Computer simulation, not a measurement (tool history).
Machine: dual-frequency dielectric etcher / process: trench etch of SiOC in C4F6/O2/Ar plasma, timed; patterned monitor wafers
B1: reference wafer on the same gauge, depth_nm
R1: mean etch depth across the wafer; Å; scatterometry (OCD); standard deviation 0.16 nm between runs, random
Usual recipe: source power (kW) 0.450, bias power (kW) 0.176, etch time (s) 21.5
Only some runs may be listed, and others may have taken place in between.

run 1 hour=0.0 | source_power_(kW)=0.450 bias_power_(kW)=0.191 etch_time_(s)=24.0 | B1=47.06 | R1=481.7
run 2 hour=14.5 | source_power_(kW)=0.450 bias_power_(kW)=0.176 etch_time_(s)=20.0 | B1=47.06 | R1=387.2
run 3 hour=24.5 | source_power_(kW)=0.450 bias_power_(kW)=0.176 etch_time_(s)=20.0 | B1=47.10 | R1=386.0
run 4 hour=32.7 | source_power_(kW)=0.450 bias_power_(kW)=0.176 etch_time_(s)=21.5 | B1=47.14 | R1=417.0
run 5 hour=41.6 | source_power_(kW)=0.450 bias_power_(kW)=0.176 etch_time_(s)=21.5 | B1=47.01 | R1=413.4
run 6 hour=50.1 | source_power_(kW)=0.380 bias_power_(kW)=0.176 etch_time_(s)=19.5 | B1=47.06 | R1=339.3
run 7 hour=58.9 | source_power_(kW)=0.380 bias_power_(kW)=0.176 etch_time_(s)=19.5 | B1=47.13 | R1=341.8
-- hour=78.1 source power generator calibrated
-- hour=93.3 upper electrode replaced
-- hour=99.1 wet clean of the chamber
run 8 hour=99.6 | source_power_(kW)=0.450 bias_power_(kW)=0.176 etch_time_(s)=18.5 | B1=47.03 | R1=324.5
run 9 hour=99.9 | source_power_(kW)=0.450 bias_power_(kW)=0.196 etch_time_(s)=21.5 | B1=47.13 | R1=386.4
run 10 hour=100.2 | source_power_(kW)=0.450 bias_power_(kW)=0.176 etch_time_(s)=21.5 | B1=47.17 | R1=375.2
run 11 hour=100.5 | source_power_(kW)=0.450 bias_power_(kW)=0.176 etch_time_(s)=21.5 | B1=47.11 | R1=374.3
run 12 hour=105.8 | source_power_(kW)=0.450 bias_power_(kW)=0.176 etch_time_(s)=26.0 | B1=47.12 | R1=452.0
-- hour=142.2 wet clean of the chamber, repeated, since the last time left the tool worse
run 13 hour=142.7 | source_power_(kW)=0.450 bias_power_(kW)=0.176 etch_time_(s)=26.0 | B1=47.12 | R1=494.9
run 14 hour=143.1 | source_power_(kW)=0.400 bias_power_(kW)=0.143 etch_time_(s)=18.0 | B1=47.06 | R1=295.5
run 15 hour=143.4 | source_power_(kW)=0.540 bias_power_(kW)=0.176 etch_time_(s)=21.5 | B1=47.10 | R1=452.4
run 16 hour=147.0 | source_power_(kW)=0.520 bias_power_(kW)=0.193 etch_time_(s)=24.0 | B1=47.13 | R1=512.8
run 17 hour=154.7 | source_power_(kW)=0.500 bias_power_(kW)=0.176 etch_time_(s)=24.0 | B1=47.11 | R1=487.3
run 18 hour=166.0 | source_power_(kW)=0.390 bias_power_(kW)=0.204 etch_time_(s)=24.0 | B1=47.05 | R1=435.1
-- hour=175.5 gauge calibrated
-- hour=186.6 bias power generator calibrated
run 19 hour=187.1 | source_power_(kW)=0.370 bias_power_(kW)=0.151 etch_time_(s)=16.0 | B1=47.18 | R1=253.5
run 20 hour=194.7 | source_power_(kW)=0.450 bias_power_(kW)=0.176 etch_time_(s)=21.5 | B1=47.09 | R1=406.6
run 21 hour=201.6 | source_power_(kW)=0.450 bias_power_(kW)=0.176 etch_time_(s)=21.5 | B1=47.06 | R1=409.8
run 22 hour=211.3 | source_power_(kW)=0.520 bias_power_(kW)=0.176 etch_time_(s)=17.0 | B1=47.07 | R1=353.0
run 23 hour=219.3 | source_power_(kW)=0.510 bias_power_(kW)=0.176 etch_time_(s)=21.5 | B1=47.11 | R1=445.1
run 24 hour=226.7 | source_power_(kW)=0.550 bias_power_(kW)=0.176 etch_time_(s)=21.5 | B1=47.13 | R1=464.6
run 25 hour=237.1 | source_power_(kW)=0.530 bias_power_(kW)=0.137 etch_time_(s)=21.5 | B1=47.07 | R1=416.7
run 26 hour=244.7 | source_power_(kW)=0.340 bias_power_(kW)=0.176 etch_time_(s)=27.0 | B1=47.02 | R1=422.6

Run 27, settings as shown, results not yet in. Your forecast:
run 27 hour=253.5 | source_power_(kW)=0.450 bias_power_(kW)=0.176 etch_time_(s)=21.5 | B1=? | R1=?

Run 27 came out at B1 47.07, R1 410.7 Å.
Had the tool carried no hidden state, the very same run would have given R1 402.6 Å.

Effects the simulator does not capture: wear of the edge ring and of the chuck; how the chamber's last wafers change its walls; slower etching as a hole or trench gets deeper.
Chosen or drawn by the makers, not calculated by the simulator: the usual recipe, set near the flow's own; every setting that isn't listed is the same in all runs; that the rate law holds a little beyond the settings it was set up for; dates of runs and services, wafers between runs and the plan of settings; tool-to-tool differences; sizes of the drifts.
